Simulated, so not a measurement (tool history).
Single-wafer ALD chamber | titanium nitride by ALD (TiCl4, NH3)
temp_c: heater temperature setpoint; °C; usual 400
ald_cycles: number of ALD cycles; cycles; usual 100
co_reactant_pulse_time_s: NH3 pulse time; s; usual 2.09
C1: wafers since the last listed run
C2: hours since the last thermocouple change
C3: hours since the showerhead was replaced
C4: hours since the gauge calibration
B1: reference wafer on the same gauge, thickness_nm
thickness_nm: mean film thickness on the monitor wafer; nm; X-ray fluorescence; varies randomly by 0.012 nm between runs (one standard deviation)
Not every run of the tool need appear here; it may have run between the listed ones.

{"run": 1, "hour": 0.0, "temp_c": 400, "ald_cycles": 100, "co_reactant_pulse_time_s": 2.09, "C1": 0, "C2": 2598.3, "C3": 6309.4, "C4": 245.4, "B1": 1.81, "thickness_nm": 2.246}
{"run": 2, "hour": 31.9, "temp_c": 400, "ald_cycles": 100, "co_reactant_pulse_time_s": 2.09, "C1": 103, "C2": 2630.2, "C3": 6341.3, "C4": 277.3, "B1": 1.809, "thickness_nm": 2.228}
{"run": 3, "hour": 50.7, "temp_c": 406, "ald_cycles": 88, "co_reactant_pulse_time_s": 2.09, "C1": 60, "C2": 2649.0, "C3": 6360.1, "C4": 296.1, "B1": 1.809, "thickness_nm": 1.973}
{"run": 4, "hour": 71.3, "temp_c": 406, "ald_cycles": 88, "co_reactant_pulse_time_s": 2.09, "C1": 66, "C2": 2669.6, "C3": 6380.7, "C4": 316.7, "B1": 1.808, "thickness_nm": 1.966}
{"run": 5, "hour": 144.3, "temp_c": 406, "ald_cycles": 88, "co_reactant_pulse_time_s": 2.09, "C1": 236, "C2": 2742.6, "C3": 6453.7, "C4": 389.7, "B1": 1.81, "thickness_nm": 1.991}
{"hour": 154.3, "done": "thermocouple changed; heater temperature recalibrated"}
{"run": 6, "hour": 161.9, "temp_c": 400, "ald_cycles": 100, "co_reactant_pulse_time_s": 2.09, "C1": 31, "C2": 7.6, "C3": 6471.3, "C4": 407.3, "B1": 1.81, "thickness_nm": 2.23}
{"run": 7, "hour": 189.3, "temp_c": 400, "ald_cycles": 100, "co_reactant_pulse_time_s": 2.09, "C1": 88, "C2": 35.0, "C3": 6498.7, "C4": 434.7, "B1": 1.815, "thickness_nm": 2.236}
{"hour": 218.6, "done": "gauge calibrated"}
{"run": 8, "hour": 258.9, "temp_c": 400, "ald_cycles": 100, "co_reactant_pulse_time_s": 2.09, "C1": 225, "C2": 104.6, "C3": 6568.3, "C4": 40.3, "B1": 1.811, "thickness_nm": 2.24}
{"run": 9, "hour": 270.9, "temp_c": 400, "ald_cycles": 100, "co_reactant_pulse_time_s": 2.09, "C1": 38, "C2": 116.6, "C3": 6580.3, "C4": 52.3, "B1": 1.808, "thickness_nm": 2.224}
{"hour": 284.1, "done": "showerhead replaced"}
{"run": 10, "hour": 284.6, "temp_c": 400, "ald_cycles": 113, "co_reactant_pulse_time_s": 1.37, "C1": 18, "C2": 130.3, "C3": 0.5, "C4": 66.0, "B1": 1.809, "thickness_nm": 2.471}
{"run": 11, "hour": 311.7, "temp_c": 400, "ald_cycles": 100, "co_reactant_pulse_time_s": 2.09, "C1": 87, "C2": 157.4, "C3": 27.6, "C4": 93.1, "B1": 1.806, "thickness_nm": 2.232}
{"run": 12, "hour": 341.2, "temp_c": 392, "ald_cycles": 85, "co_reactant_pulse_time_s": 2.84, "C1": 95, "C2": 186.9, "C3": 57.1, "C4": 122.6, "B1": 1.809, "thickness_nm": 1.914}
{"run": 13, "hour": 407.0, "temp_c": 392, "ald_cycles": 107, "co_reactant_pulse_time_s": 1.35, "C1": 213, "C2": 252.7, "C3": 122.9, "C4": 188.4, "B1": 1.811, "thickness_nm": 2.346}
{"run": 14, "hour": 426.2, "temp_c": 400, "ald_cycles": 100, "co_reactant_pulse_time_s": 2.71, "C1": 62, "C2": 271.9, "C3": 142.1, "C4": 207.6, "B1": 1.81, "thickness_nm": 2.239}
{"run": 15, "hour": 455.8, "temp_c": 407, "ald_cycles": 100, "co_reactant_pulse_time_s": 2.09, "C1": 95, "C2": 301.5, "C3": 171.7, "C4": 237.2, "B1": 1.81, "thickness_nm": 2.254}
{"run": 16, "hour": 473.2, "temp_c": 400, "ald_cycles": 81, "co_reactant_pulse_time_s": 2.09, "C1": 56, "C2": 318.9, "C3": 189.1, "C4": 254.6, "B1": 1.814, "thickness_nm": 1.816}
{"run": 17, "hour": 491.5, "temp_c": 406, "ald_cycles": 112, "co_reactant_pulse_time_s": 2.78, "C1": 59, "C2": 337.2, "C3": 207.4, "C4": 272.9, "B1": 1.81, "thickness_nm": 2.532}

What if the next run were any one of these 3? Each begins from the tool's condition after run 17:
{"run": "A", "hour": 492.1, "temp_c": 400, "ald_cycles": 84, "co_reactant_pulse_time_s": 2.09, "C1": 1, "C2": 337.8, "C3": 208.0, "C4": 273.5, "B1": "?", "thickness_nm": "?"}
{"run": "B", "hour": 492.1, "temp_c": 387, "ald_cycles": 100, "co_reactant_pulse_time_s": 2.09, "C1": 1, "C2": 337.8, "C3": 208.0, "C4": 273.5, "B1": "?", "thickness_nm": "?"}
{"run": "C", "hour": 492.1, "temp_c": 387, "ald_cycles": 100, "co_reactant_pulse_time_s": 1.62, "C1": 1, "C2": 337.8, "C3": 208.0, "C4": 273.5, "B1": "?", "thickness_nm": "?"}

run=A B1=1.809 thickness_nm=1.888
run=B B1=1.809 thickness_nm=2.225
run=C B1=1.809 thickness_nm=2.202
The same runs, with their run-to-run variation unchanged, on a tool lacking any hidden condition would have given:
run=A thickness_nm=1.888
run=B thickness_nm=2.225
run=C thickness_nm=2.202
